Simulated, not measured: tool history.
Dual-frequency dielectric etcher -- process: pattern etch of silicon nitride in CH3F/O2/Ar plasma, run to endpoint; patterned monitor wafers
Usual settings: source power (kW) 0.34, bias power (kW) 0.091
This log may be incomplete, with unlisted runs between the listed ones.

run,hour,source power (kW),bias power (kW),wafers since the last listed run,hours since the last wet clean,hours since the last source power generator calibration,hours since the last bias power generator calibration,hours since the last upper electrode change,"incoming incoming film thickness, nm",endpoint time (s)
1,0,0.3,0.101,0,387.2,1373.9,1129.7,4684.7,45.47,62.4
2,82.6,0.3,0.101,633,469.8,1456.5,1212.3,4767.3,45.23,61.9
# hour 149.9: wet clean of the chamber
3,150.4,0.34,0.091,335,0.5,1524.3,1280.1,4835.1,45.72,63.4
4,202,0.34,0.091,395,52.1,1575.9,1331.7,4886.7,45.89,64.1
5,307.8,0.34,0.091,811,157.9,1681.7,1437.5,4992.5,45.55,64
6,374.6,0.34,0.091,512,224.7,1748.5,1504.3,5059.3,45.71,64.4
7,433.6,0.34,0.097,452,283.7,1807.5,1563.3,5118.3,45.57,61.8
8,539.4,0.34,0.091,811,389.5,1913.3,1669.1,5224.1,45.36,63.8
9,583.1,0.34,0.091,335,433.2,1957,1712.8,5267.8,45.78,65.4
10,630.8,0.34,0.091,365,480.9,2004.7,1760.5,5315.5,45.93,64.9
# hour 724.5: wet clean of the chamber
11,725,0.36,0.1,538,0.5,2098.9,1854.7,5409.7,45.66,62.4
12,782.6,0.31,0.091,441,58.1,2156.5,1912.3,5467.3,45.52,67.5
13,853.5,0.31,0.091,543,129,2227.4,1983.2,5538.2,45.9,68.7
14,923.3,0.34,0.073,535,198.8,2297.2,2053,5608,45.92,77
# hour 954.6: upper electrode replaced
15,1014.4,0.34,0.073,514,289.9,2388.3,2144.1,59.8,45.51,77.6
16,1062.6,0.34,0.073,369,338.1,2436.5,2192.3,108,45.5,76.7
# hour 1183.1: source power generator calibrated
# hour 1185.5: wet clean of the chamber, repeated, since the last time left the tool worse
17,1280.8,0.34,0.073,1623,95.3,97.7,2410.5,326.2,45.66,72.8
18,1370.9,0.39,0.098,690,185.4,187.8,2500.6,416.3,45.58,58.6
19,1454.5,0.34,0.091,640,269,271.4,2584.2,499.9,45.78,64.2
20,1546,0.34,0.103,701,360.5,362.9,2675.7,591.4,45.35,59.4
# hour 1643.7: wet clean of the chamber
21,1644.2,0.38,0.082,568,0.5,461.1,2773.9,689.6,45.76,65.8
# hour 1654.4: bias power generator calibrated
22,1681.5,0.34,0.114,255,37.8,498.4,27.1,726.9,45.65,55.6
23,1732,0.34,0.107,387,88.3,548.9,77.6,777.4,45.3,57.2
24,1792.1,0.34,0.091,460,148.4,609,137.7,837.5,45.55,63.2
25,1831.5,0.34,0.105,302,187.8,648.4,177.1,876.9,45.82,58.7
26,1883.4,0.28,0.091,397,239.7,700.3,229,928.8,45.82,66.7
27,1970.4,0.34,0.091,666,326.7,787.3,316,1015.8,45.73,63.6
28,2078.3,0.27,0.082,827,434.6,895.2,423.9,1123.7,45.59,72
29,2128.4,0.27,0.078,384,484.7,945.3,474,1173.8,45.62,74.6
30,2176.6,0.34,0.076,369,532.9,993.5,522.2,1222,45.21,71
# hour 2219.5: wet clean of the chamber
31,2263.8,0.28,0.079,484,44.3,1080.7,609.4,1309.2,45.79,72.1
32,2314.5,0.34,0.073,388,95,1131.4,660.1,1359.9,45.95,72.4
33,2393.3,0.34,0.091,604,173.8,1210.2,738.9,1438.7,45.6,64

The next listed run, before its measurement:
34,2475.2,0.4,0.091,627,255.7,1292.1,820.8,1520.6,45.84,?

endpoint time (s): 61.4
Without the tool's hidden state the same run would have given endpoint time (s) 60.7.
